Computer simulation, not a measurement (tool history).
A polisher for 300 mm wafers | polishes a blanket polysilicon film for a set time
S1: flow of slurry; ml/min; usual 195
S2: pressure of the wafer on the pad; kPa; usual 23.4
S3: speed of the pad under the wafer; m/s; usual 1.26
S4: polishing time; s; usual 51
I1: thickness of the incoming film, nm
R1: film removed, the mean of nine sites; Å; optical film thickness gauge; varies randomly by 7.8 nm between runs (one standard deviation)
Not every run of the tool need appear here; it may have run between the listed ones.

Run 1, hour 0: usual settings; I1 1782.4. Result: R1 7062 Å.
At hour 27.1: slurry nozzle cleaned.
Run 2, hour 75.8: usual settings; I1 1784. Result: R1 7791 Å.
Run 3, hour 125.2: usual settings; I1 1763.4. Result: R1 8020 Å.
At hour 135.7: head pressure recalibrated.
At hour 180.4: worn pad replaced by a new one.
Run 4, hour 220.5: usual settings; I1 1810.8. Result: R1 7092 Å.
Run 5, hour 269.3: usual settings; I1 1781.9. Result: R1 7160 Å.
Run 6, hour 360.4: usual settings; I1 1809.5. Result: R1 6953 Å.
At hour 412: worn pad replaced by a new one.
Run 7, hour 414: usual settings; I1 1789.3. Result: R1 7092 Å.
Run 8, hour 519.1: usual settings; I1 1803.4. Result: R1 7275 Å.
Run 9, hour 555.2: usual settings but S2 25.5 kPa, S4 57 s; I1 1786.7. Result: R1 8666 Å.
At hour 664.9: worn pad replaced by a new one.
Run 10, hour 665.4: usual settings but S1 260 ml/min, S2 20 kPa, S4 59 s; I1 1788.5. Result: R1 7487 Å.
Run 11, hour 746.9: usual settings but S2 18.6 kPa, S3 0.92 m/s; I1 1814.7. Result: R1 4198 Å.
Run 12, hour 851.3: usual settings but S1 135 ml/min, S2 27.6 kPa, S3 1.66 m/s; I1 1802.7. Result: R1 10338 Å.
At hour 862.2: slurry nozzle cleaned.
At hour 889.4: worn pad replaced by a new one.
Run 13, hour 901.7: usual settings but S2 17.2 kPa; I1 1813.7. Result: R1 5985 Å.
At hour 923.2: head pressure recalibrated.
Run 14, hour 979.7: usual settings but S1 260 ml/min, S2 20 kPa, S4 59 s; I1 1812.7. Result: R1 7232 Å.
Run 15, hour 1086.1: usual settings; I1 1783.9. Result: R1 7084 Å.
At hour 1103.7: worn pad replaced by a new one.
Run 16, hour 1123.2: usual settings; I1 1786.1. Result: R1 7083 Å.
Run 17, hour 1162: usual settings but S1 165 ml/min, S2 17.9 kPa, S4 63 s; I1 1783.9. Result: R1 6620 Å.

Consider 4 possible next runs. They are alternatives, not a sequence: every one starts from the tool as it was left by run 17. What does each give?
Run A, hour 1162.4: usual settings; I1 1812.7. Result: R1 ?.
Run B, hour 1162.4: usual settings but S2 26.9 kPa; I1 1812.7. Result: R1 ?.
Run C, hour 1162.4: usual settings but S1 235 ml/min, S2 29 kPa, S3 1.58 m/s, S4 45 s; I1 1812.7. Result: R1 ?.
Run D, hour 1162.4: usual settings but S4 56 s; I1 1812.7. Result: R1 ?.

run     R1
  A   7172
  B   8226
  C  10061
  D   7875
Without the tool's hidden state the same runs would have given:
run     R1
  A   7214
  B   8275
  C  10108
  D   7921
